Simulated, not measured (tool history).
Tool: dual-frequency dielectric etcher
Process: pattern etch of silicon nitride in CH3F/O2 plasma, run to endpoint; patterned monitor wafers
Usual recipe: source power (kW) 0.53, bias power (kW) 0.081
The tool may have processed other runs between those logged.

run	hour	source power (kW)	bias power (kW)	incoming incoming film thickness, nm	endpoint time (s)
1	0	0.53	0.095	77.1	78.1
2	10.6	0.53	0.081	77.5	81.9
3	25.1	0.53	0.081	77.9	82.1
4	39.3	0.53	0.081	76.6	81.1
5	51.2	0.47	0.081	77	84
6	62.8	0.53	0.081	77.3	81.5
7	78.8	0.53	0.081	77.2	81.3
8	89.1	0.53	0.081	77.3	81.3
9	97.5	0.53	0.081	77.8	81.5
10	110.5	0.53	0.081	77.1	81.5
11	127.3	0.53	0.081	77.9	81.7
12	135.9	0.53	0.081	77.1	81.5
13	143.5	0.59	0.062	76.6	84.2
# hour 154.2: source power generator calibrated
# hour 178.9: upper electrode replaced
# hour 196.8: wet clean of the chamber
14	197.3	0.58	0.098	77.1	75
15	197.6	0.53	0.081	76.5	80.4
16	198	0.53	0.081	76.9	81.2
17	200.2	0.48	0.081	77.2	83.2
18	212.3	0.47	0.098	77.6	79.8
# hour 225.5: bias power generator calibrated
19	228.1	0.53	0.081	77.1	81.4
20	234.1	0.53	0.095	76.4	77.2
21	240.6	0.4	0.089	77.5	85.8

Expected results for the next run?
22	283.8	0.53	0.064	77.4	?

{"run 22": {"endpoint time (s)": 87}}
The same run, on a tool lacking any hidden state, would have yielded endpoint time (s) 87.
